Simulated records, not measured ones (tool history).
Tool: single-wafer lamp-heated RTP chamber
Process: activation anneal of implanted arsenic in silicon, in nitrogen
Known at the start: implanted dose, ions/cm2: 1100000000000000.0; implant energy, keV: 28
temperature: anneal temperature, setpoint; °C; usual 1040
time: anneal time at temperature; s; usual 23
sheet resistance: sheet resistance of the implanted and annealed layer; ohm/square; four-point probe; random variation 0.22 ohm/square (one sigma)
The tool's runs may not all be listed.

run,day,temperature,time,"read-back reference wafer on the same gauge, sheet resistance",sheet resistance
1,0.000,1040,23,85.42,98.45
2,2.638,1040,23,85.36,97.49
3,5.046,1040,23,85.40,97.34
4,7.854,1040,23,85.35,97.51
5,9.058,1040,23,85.34,96.56
6,11.138,1040,23,85.43,97.23
# day 11.975: pyrometer window cleaned and pyrometer calibrated
7,13.942,1040,23,85.42,97.96
8,15.296,1059,23,85.48,94.87
9,17.704,1059,23,85.51,94.57
10,20.542,1059,23,85.43,93.75
# day 22.342: reflector plate cleaned
11,24.092,1040,23,85.43,97.18
# day 25.558: pyrometer window cleaned and pyrometer calibrated
12,26.175,1023,35,85.41,97.89
# day 27.200: gauge calibrated
13,27.329,1040,30,85.40,96.28
14,29.929,1054,14,85.42,98.65
15,31.533,1020,11,85.39,103.58
16,34.388,1055,28,85.40,92.90
17,35.488,1026,10,85.47,103.35
# day 38.054: pyrometer window cleaned and pyrometer calibrated
18,43.629,1040,23,85.36,97.06
19,46.421,1040,23,85.37,97.23
# day 47.062: reflector plate cleaned
# day 51.458: pyrometer window cleaned and pyrometer calibrated
20,52.654,1010,30,85.39,101.16
21,59.012,1040,17,85.36,99.19
22,61.521,1040,23,85.37,97.35
23,62.967,1040,23,85.43,96.96

Forecast each of these 5 alternatives for the next run:
A,62.983,1040,35,?,?
B,62.983,1031,14,?,?
C,62.983,1060,27,?,?
D,62.983,1016,29,?,?
E,62.983,1051,33,?,?

run,"read-back reference wafer on the same gauge, sheet resistance",sheet resistance
A,85.41,94.34
B,85.41,101.33
C,85.41,93.11
D,85.41,98.99
E,85.41,93.08
Without the tool's hidden state the same runs would have given:
run,sheet resistance
A,96.08
B,102.84
C,94.87
D,100.63
E,94.85
